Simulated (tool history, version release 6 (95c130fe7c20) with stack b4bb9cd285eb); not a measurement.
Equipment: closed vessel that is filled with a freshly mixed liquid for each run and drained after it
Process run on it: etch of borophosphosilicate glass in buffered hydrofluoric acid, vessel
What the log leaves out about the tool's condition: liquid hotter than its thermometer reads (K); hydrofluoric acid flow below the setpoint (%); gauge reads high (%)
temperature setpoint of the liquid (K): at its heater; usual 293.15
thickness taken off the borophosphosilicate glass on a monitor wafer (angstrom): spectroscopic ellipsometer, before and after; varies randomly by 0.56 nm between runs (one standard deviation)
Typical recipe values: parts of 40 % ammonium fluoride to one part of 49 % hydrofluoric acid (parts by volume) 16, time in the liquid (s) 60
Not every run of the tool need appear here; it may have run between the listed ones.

run    hour  temperature setpoint of the liquid (K)  parts of 40 % ammonium fluoride to one part of 49 % hydrofluoric acid (parts by volume)  time in the liquid (s)  wafers since the last listed run  hours since the thermometer was replaced  hours since the hydrofluoric acid flow meter was replaced  hours since the gauge calibration  read-back film thickness of the borophosphosilicate glass reference wafer, read on the same gauge (nm)  thickness taken off the borophosphosilicate glass on a monitor wafer (angstrom)
  1       0                                  293.15                                                                                       16                      60                                 0                                    1529.8                                                     1254.2                             3441.1                                                                                                   79.98                                                                            861.9
       51.5  -- hydrofluoric acid flow meter replaced
  2    69.7                                  293.15                                                                                       16                      60                              6114                                    1599.5                                                       18.2                             3510.8                                                                                                   79.99                                                                            922.5
  3   175.4                                  293.15                                                                                       16                      60                              9407                                    1705.2                                                      123.9                             3616.5                                                                                                   80.01                                                                            920.6
  4   226.7                                  293.15                                                                                       16                      60                              4566                                    1756.5                                                      175.2                             3667.8                                                                                                      80                                                                            921.7
  5   266.4                                  293.15                                                                                       16                      60                              3533                                    1796.2                                                      214.9                             3707.5                                                                                                      80                                                                            912.3
      306.3  -- thermometer replaced
      330.2  -- gauge calibrated
  6   334.6                                  293.15                                                                                       16                      60                              5981                                      28.3                                                      283.1                                4.4                                                                                                   79.99                                                                            917.6
  7   432.3                                  293.15                                                                                       16                      60                              8695                                       126                                                      380.8                              102.1                                                                                                   80.03                                                                            893.8
  8   515.1                                  293.15                                                                                       16                      60                              7369                                     208.8                                                      463.6                              184.9                                                                                                   79.99                                                                            896.9
  9   644.6                                  293.15                                                                                       12                      60                             11526                                     338.3                                                      593.1                              314.4                                                                                                   80.01                                                                           1179.6
 10   726.5                                  293.15                                                                                       12                      60                              7289                                     420.2                                                        675                              396.3                                                                                                   79.99                                                                           1169.9
 11   827.6                                  293.15                                                                                     11.5                      30                              8998                                     521.3                                                      776.1                              497.4                                                                                                      80                                                                            613.4
 12   931.2                                  295.65                                                                                     22.5                      60                              9221                                     624.9                                                      879.7                                601                                                                                                   80.02                                                                            755.3
 13   975.2                                  296.15                                                                                       14                      85                              3916                                     668.9                                                      923.7                                645                                                                                                      80                                                                           1655.7
 14  1028.1                                  290.65                                                                                       16                      40                              4708                                     721.8                                                      976.6                              697.9                                                                                                   79.97                                                                            506.5
 15  1096.7                                  293.15                                                                                       10                      30                              6105                                     790.4                                                     1045.2                              766.5                                                                                                   79.96                                                                            692.1
 16  1137.8                                  293.15                                                                                       16                      60                              3658                                     831.5                                                     1086.3                              807.6                                                                                                      80                                                                              863
 17  1243.9                                  293.15                                                                                       16                      95                              9443                                     937.6                                                     1192.4                              913.7                                                                                                   80.02                                                                           1360.4
 18  1319.2                                  294.65                                                                                       19                      85                              6702                                    1012.9                                                     1267.7                                989                                                                                                   80.01                                                                           1114.5
 19  1384.5                                  296.65                                                                                       16                      60                              5812                                    1078.2                                                       1333                             1054.3                                                                                                   80.01                                                                           1016.3
     1409.4  -- hydrofluoric acid flow meter replaced
 20  1479.5                                  291.65                                                                                     13.5                      30                              8366                                    1173.2                                                       70.1                             1149.3                                                                                                   79.98                                                                              501
 21  1522.7                                  295.15                                                                                       22                      60                              3845                                    1216.4                                                      113.3                             1192.5                                                                                                   79.99                                                                              768

What will run 22 give?
 22  1584.6                                  290.15                                                                                      9.5                      80                              5509                                    1278.3                                                      175.2                             1254.4                                                                                                       ?                                                                                ?

For run 22 the tool returned read-back film thickness of the borophosphosilicate glass reference wafer, read on the same gauge (nm) 80.01, thickness taken off the borophosphosilicate glass on a monitor wafer (angstrom) 1704.6.
With no hidden state in the tool, this same run would have given thickness taken off the borophosphosilicate glass on a monitor wafer (angstrom) 1729.5.
